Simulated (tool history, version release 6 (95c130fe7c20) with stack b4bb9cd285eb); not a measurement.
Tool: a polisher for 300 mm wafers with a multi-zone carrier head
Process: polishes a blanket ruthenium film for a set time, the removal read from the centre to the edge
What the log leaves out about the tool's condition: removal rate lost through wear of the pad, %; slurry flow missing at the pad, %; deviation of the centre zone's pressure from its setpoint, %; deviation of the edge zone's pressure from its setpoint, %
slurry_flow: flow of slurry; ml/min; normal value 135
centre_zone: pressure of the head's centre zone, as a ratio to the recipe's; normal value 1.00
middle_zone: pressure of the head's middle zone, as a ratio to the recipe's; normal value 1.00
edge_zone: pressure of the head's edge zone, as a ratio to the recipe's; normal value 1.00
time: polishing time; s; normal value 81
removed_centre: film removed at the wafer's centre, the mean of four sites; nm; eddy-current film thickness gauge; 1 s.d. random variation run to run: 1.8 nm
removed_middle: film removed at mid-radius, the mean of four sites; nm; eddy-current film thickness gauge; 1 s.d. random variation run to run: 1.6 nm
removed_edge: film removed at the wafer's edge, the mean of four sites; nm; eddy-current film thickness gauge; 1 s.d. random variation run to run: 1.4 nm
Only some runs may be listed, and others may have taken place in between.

| run | day | slurry_flow | centre_zone | middle_zone | edge_zone | time | wafers since the last listed run | wafers polished on this pad | hours since the slurry nozzle was cleaned | hours since the centre zone pressure was calibrated | hours since the edge zone pressure was calibrated | hours since the carrier head's membrane was replaced | incoming thickness of the incoming film, nm | removed_centre | removed_middle | removed_edge |
|---|---|---|---|---|---|---|---|---|---|---|---|---|---|---|---|---|
| 1 | 0.000 | 135 | 1.00 | 1.00 | 1.00 | 81 | 0 | 556 | 221.6 | 548.7 | 342.6 | 652.4 | 574.2 | 165.6 | 159.5 | 156.4 |
| 2 | 3.375 | 135 | 1.00 | 1.00 | 1.00 | 81 | 483 | 1040 | 302.6 | 629.7 | 423.6 | 733.4 | 583.3 | 174.4 | 157.4 | 156.7 |
| 3 | 6.204 | 155 | 1.00 | 1.00 | 1.04 | 81 | 405 | 1445 | 370.5 | 697.6 | 491.5 | 801.3 | 586.7 | 178.2 | 163.1 | 165.6 |
| 4 | 7.754 | 135 | 1.00 | 1.00 | 1.00 | 81 | 222 | 1668 | 407.7 | 734.8 | 528.7 | 838.5 | 581.6 | 173.7 | 159.5 | 157.4 |
| 5 | 9.512 | 135 | 1.00 | 1.00 | 1.00 | 81 | 252 | 1920 | 449.9 | 777.0 | 570.9 | 880.7 | 580.4 | 173.4 | 158.7 | 157.8 |
| 6 | 13.475 | 135 | 1.00 | 1.00 | 1.00 | 81 | 568 | 2488 | 545.0 | 872.1 | 666.0 | 975.8 | 579.6 | 175.8 | 159.5 | 159.7 |
|  | 14.896 | worn pad replaced by a new one |
| 7 | 15.550 | 95 | 1.00 | 1.12 | 0.95 | 81 | 273 | 93 | 594.8 | 921.9 | 715.8 | 1025.6 | 585.3 | 158.4 | 155.7 | 143.0 |
|  | 15.758 | edge zone pressure recalibrated |
| 8 | 17.175 | 135 | 1.00 | 1.00 | 0.97 | 92 | 221 | 314 | 633.8 | 960.9 | 34.0 | 1064.6 | 574.2 | 200.0 | 181.6 | 175.8 |
| 9 | 18.971 | 135 | 1.00 | 1.11 | 1.00 | 81 | 257 | 572 | 676.9 | 1004.0 | 77.1 | 1107.7 | 584.2 | 176.1 | 169.3 | 158.4 |
|  | 19.954 | slurry nozzle cleaned |
| 10 | 22.392 | 135 | 1.00 | 1.00 | 1.00 | 81 | 484 | 1056 | 58.5 | 1086.1 | 159.2 | 1189.8 | 579.1 | 175.9 | 154.8 | 157.0 |
|  | 31.783 | centre zone pressure recalibrated |
| 11 | 34.500 | 135 | 1.00 | 1.12 | 1.00 | 81 | 1724 | 2781 | 349.1 | 65.2 | 449.8 | 1480.4 | 575.8 | 158.0 | 172.9 | 157.8 |
|  | 35.333 | worn pad replaced by a new one |
| 12 | 37.583 | 135 | 1.12 | 1.00 | 1.11 | 81 | 418 | 322 | 423.1 | 139.2 | 523.8 | 1554.4 | 581.0 | 180.7 | 158.3 | 165.9 |
|  | 40.417 | edge zone pressure recalibrated |
| 13 | 41.288 | 135 | 0.88 | 1.00 | 1.00 | 100 | 519 | 841 | 512.0 | 228.1 | 20.9 | 1643.3 | 573.6 | 174.4 | 193.7 | 194.8 |
| 14 | 43.642 | 170 | 1.00 | 1.07 | 0.90 | 64 | 337 | 1179 | 568.5 | 284.6 | 77.4 | 1699.8 | 581.9 | 134.2 | 137.9 | 123.5 |
|  | 44.200 | carrier head's membrane replaced by a new one |
|  | 50.179 | slurry nozzle cleaned |
| 15 | 52.583 | 135 | 1.00 | 1.00 | 1.00 | 81 | 1246 | 2425 | 57.7 | 499.2 | 292.0 | 201.2 | 574.8 | 166.2 | 159.1 | 155.3 |
|  | 55.062 | worn pad replaced by a new one |
| 16 | 55.700 | 160 | 1.00 | 1.00 | 1.00 | 81 | 423 | 91 | 132.5 | 574.0 | 366.8 | 276.0 | 575.9 | 178.2 | 162.3 | 160.5 |
| 17 | 57.321 | 135 | 1.00 | 1.00 | 1.00 | 81 | 232 | 323 | 171.4 | 612.9 | 405.7 | 314.9 | 580.0 | 168.1 | 157.4 | 159.7 |
| 18 | 59.438 | 135 | 1.08 | 1.00 | 1.07 | 81 | 303 | 627 | 222.2 | 663.7 | 456.5 | 365.7 | 583.1 | 183.6 | 157.6 | 163.7 |
| 19 | 62.617 | 155 | 0.93 | 1.00 | 1.00 | 93 | 455 | 1083 | 298.5 | 740.0 | 532.8 | 442.0 | 575.4 | 188.1 | 186.2 | 184.5 |
| 20 | 64.138 | 135 | 1.00 | 1.00 | 1.00 | 81 | 218 | 1301 | 335.0 | 776.5 | 569.3 | 478.5 | 584.1 | 173.4 | 158.6 | 160.0 |
| 21 | 68.033 | 160 | 1.00 | 1.05 | 1.09 | 81 | 558 | 1860 | 428.5 | 870.0 | 662.8 | 572.0 | 578.7 | 179.8 | 169.9 | 168.3 |
| 22 | 71.283 | 135 | 1.00 | 0.89 | 1.00 | 81 | 466 | 2326 | 506.5 | 948.0 | 740.8 | 650.0 | 577.2 | 173.0 | 142.6 | 157.1 |

Here are 4 independent what-if runs from the current tool condition. What would each one return?
| A | 71.304 | 135 | 1.00 | 1.00 | 1.00 | 81 | 2 | 2329 | 507.0 | 948.5 | 741.3 | 650.5 | 573.6 | ? | ? | ? |
| B | 71.304 | 135 | 1.00 | 1.05 | 1.00 | 92 | 2 | 2329 | 507.0 | 948.5 | 741.3 | 650.5 | 573.6 | ? | ? | ? |
| C | 71.304 | 170 | 0.93 | 1.05 | 1.00 | 81 | 2 | 2329 | 507.0 | 948.5 | 741.3 | 650.5 | 573.6 | ? | ? | ? |
| D | 71.304 | 135 | 1.00 | 1.00 | 0.88 | 74 | 2 | 2329 | 507.0 | 948.5 | 741.3 | 650.5 | 573.6 | ? | ? | ? |

| run | removed_centre | removed_middle | removed_edge |
|---|---|---|---|
| A | 174.5 | 160.1 | 158.3 |
| B | 198.2 | 189.5 | 179.7 |
| C | 171.2 | 175.0 | 163.6 |
| D | 159.4 | 146.3 | 136.2 |
Stripped of hidden state, with their random variation kept, the same runs would have yielded:
| run | removed_centre | removed_middle | removed_edge |
|---|---|---|---|
| A | 159.0 | 160.2 | 158.3 |
| B | 180.7 | 189.6 | 179.7 |
| C | 155.9 | 175.0 | 163.6 |
| D | 145.3 | 146.4 | 136.2 |
